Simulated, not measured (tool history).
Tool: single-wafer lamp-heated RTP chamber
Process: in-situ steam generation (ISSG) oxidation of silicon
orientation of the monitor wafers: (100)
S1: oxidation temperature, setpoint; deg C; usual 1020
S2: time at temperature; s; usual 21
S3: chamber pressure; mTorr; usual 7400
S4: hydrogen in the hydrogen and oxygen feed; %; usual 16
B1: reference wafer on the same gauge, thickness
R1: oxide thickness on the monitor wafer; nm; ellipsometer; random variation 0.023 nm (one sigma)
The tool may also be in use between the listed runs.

{"run": 1, "day": 0.0, "S1": 1020, "S2": 19, "S3": 7400, "S4": 16, "B1": 4.857, "R1": 5.563}
{"run": 2, "day": 1.454, "S1": 1020, "S2": 21, "S3": 7400, "S4": 16, "B1": 4.864, "R1": 5.841}
{"day": 3.004, "done": "pyrometer window cleaned and pyrometer calibrated, repeated, since the last time left the tool worse"}
{"run": 3, "day": 3.238, "S1": 1020, "S2": 21, "S3": 7400, "S4": 16, "B1": 4.863, "R1": 5.49}
{"run": 4, "day": 5.962, "S1": 1020, "S2": 21, "S3": 7400, "S4": 16, "B1": 4.863, "R1": 5.533}
{"run": 5, "day": 8.546, "S1": 1020, "S2": 21, "S3": 7400, "S4": 16, "B1": 4.861, "R1": 5.513}
{"day": 8.667, "done": "gauge calibrated"}
{"run": 6, "day": 9.712, "S1": 1020, "S2": 21, "S3": 7400, "S4": 16, "B1": 4.865, "R1": 5.585}
{"run": 7, "day": 12.233, "S1": 1020, "S2": 21, "S3": 7400, "S4": 16, "B1": 4.86, "R1": 5.561}
{"run": 8, "day": 13.542, "S1": 1020, "S2": 21, "S3": 7400, "S4": 16, "B1": 4.87, "R1": 5.555}
{"run": 9, "day": 16.433, "S1": 1010, "S2": 21, "S3": 7400, "S4": 16, "B1": 4.857, "R1": 5.33}
{"run": 10, "day": 17.971, "S1": 1028, "S2": 21, "S3": 8300, "S4": 11, "B1": 4.868, "R1": 5.408}
{"run": 11, "day": 19.65, "S1": 1020, "S2": 21, "S3": 7400, "S4": 16, "B1": 4.858, "R1": 5.613}
{"run": 12, "day": 21.771, "S1": 1020, "S2": 21, "S3": 7400, "S4": 16, "B1": 4.864, "R1": 5.586}
{"run": 13, "day": 23.004, "S1": 1020, "S2": 21, "S3": 7400, "S4": 16, "B1": 4.861, "R1": 5.65}
{"run": 14, "day": 24.433, "S1": 1031, "S2": 29, "S3": 6900, "S4": 16, "B1": 4.857, "R1": 6.972}
{"run": 15, "day": 25.504, "S1": 1006, "S2": 21, "S3": 7400, "S4": 16, "B1": 4.853, "R1": 5.25}
{"run": 16, "day": 28.0, "S1": 1007, "S2": 14, "S3": 6900, "S4": 16, "B1": 4.849, "R1": 4.337}
{"day": 28.762, "done": "hydrogen flow controller replaced"}
{"run": 17, "day": 30.871, "S1": 1030, "S2": 21, "S3": 7400, "S4": 25, "B1": 4.86, "R1": 6.544}
{"run": 18, "day": 32.629, "S1": 1020, "S2": 21, "S3": 7400, "S4": 16, "B1": 4.854, "R1": 5.656}
{"run": 19, "day": 34.271, "S1": 1020, "S2": 21, "S3": 7400, "S4": 12, "B1": 4.866, "R1": 5.263}
{"day": 37.004, "done": "pyrometer window cleaned and pyrometer calibrated"}
{"run": 20, "day": 37.096, "S1": 1035, "S2": 21, "S3": 6900, "S4": 21, "B1": 4.857, "R1": 6.301}
{"run": 21, "day": 39.404, "S1": 1007, "S2": 21, "S3": 6900, "S4": 19, "B1": 4.856, "R1": 5.369}
{"run": 22, "day": 41.862, "S1": 1014, "S2": 13, "S3": 6900, "S4": 25, "B1": 4.865, "R1": 4.772}
{"run": 23, "day": 43.171, "S1": 1020, "S2": 21, "S3": 7400, "S4": 16, "B1": 4.856, "R1": 5.503}
{"run": 24, "day": 46.125, "S1": 1020, "S2": 21, "S3": 7400, "S4": 16, "B1": 4.858, "R1": 5.543}
{"run": 25, "day": 48.783, "S1": 1020, "S2": 21, "S3": 7400, "S4": 16, "B1": 4.859, "R1": 5.568}
{"run": 26, "day": 51.117, "S1": 1020, "S2": 21, "S3": 7400, "S4": 16, "B1": 4.86, "R1": 5.595}
{"run": 27, "day": 53.629, "S1": 1020, "S2": 19, "S3": 7400, "S4": 16, "B1": 4.858, "R1": 5.35}
{"run": 28, "day": 56.175, "S1": 1003, "S2": 21, "S3": 8500, "S4": 16, "B1": 4.86, "R1": 5.168}
{"run": 29, "day": 57.325, "S1": 1031, "S2": 21, "S3": 7800, "S4": 12, "B1": 4.865, "R1": 5.547}
{"run": 30, "day": 58.658, "S1": 1033, "S2": 29, "S3": 8700, "S4": 13, "B1": 4.864, "R1": 6.817}
{"run": 31, "day": 60.338, "S1": 1003, "S2": 15, "S3": 7400, "S4": 16, "B1": 4.869, "R1": 4.427}
{"run": 32, "day": 62.146, "S1": 1034, "S2": 15, "S3": 7400, "S4": 16, "B1": 4.856, "R1": 5.054}

The same runs without the tool's hidden state, with the same run-to-run variation:
The hidden state here: true wafer temperature minus pyrometer reading, K; true pressure minus gauge reading, Torr; deviation of the hydrogen flow from its setpoint, %; gauge reads high (%).
run=1 R1=5.24
run=2 R1=5.489
run=3 R1=5.474
run=4 R1=5.492
run=5 R1=5.454
run=6 R1=5.518
run=7 R1=5.481
run=8 R1=5.469
run=9 R1=5.243
run=10 R1=5.305
run=11 R1=5.507
run=12 R1=5.475
run=13 R1=5.535
run=14 R1=6.808
run=15 R1=5.148
run=16 R1=4.26
run=17 R1=6.39
run=18 R1=5.528
run=19 R1=5.144
run=20 R1=6.283
run=21 R1=5.337
run=22 R1=4.733
run=23 R1=5.441
run=24 R1=5.464
run=25 R1=5.478
run=26 R1=5.497
run=27 R1=5.251
run=28 R1=5.075
run=29 R1=5.427
run=30 R1=6.655
run=31 R1=4.35
run=32 R1=4.945

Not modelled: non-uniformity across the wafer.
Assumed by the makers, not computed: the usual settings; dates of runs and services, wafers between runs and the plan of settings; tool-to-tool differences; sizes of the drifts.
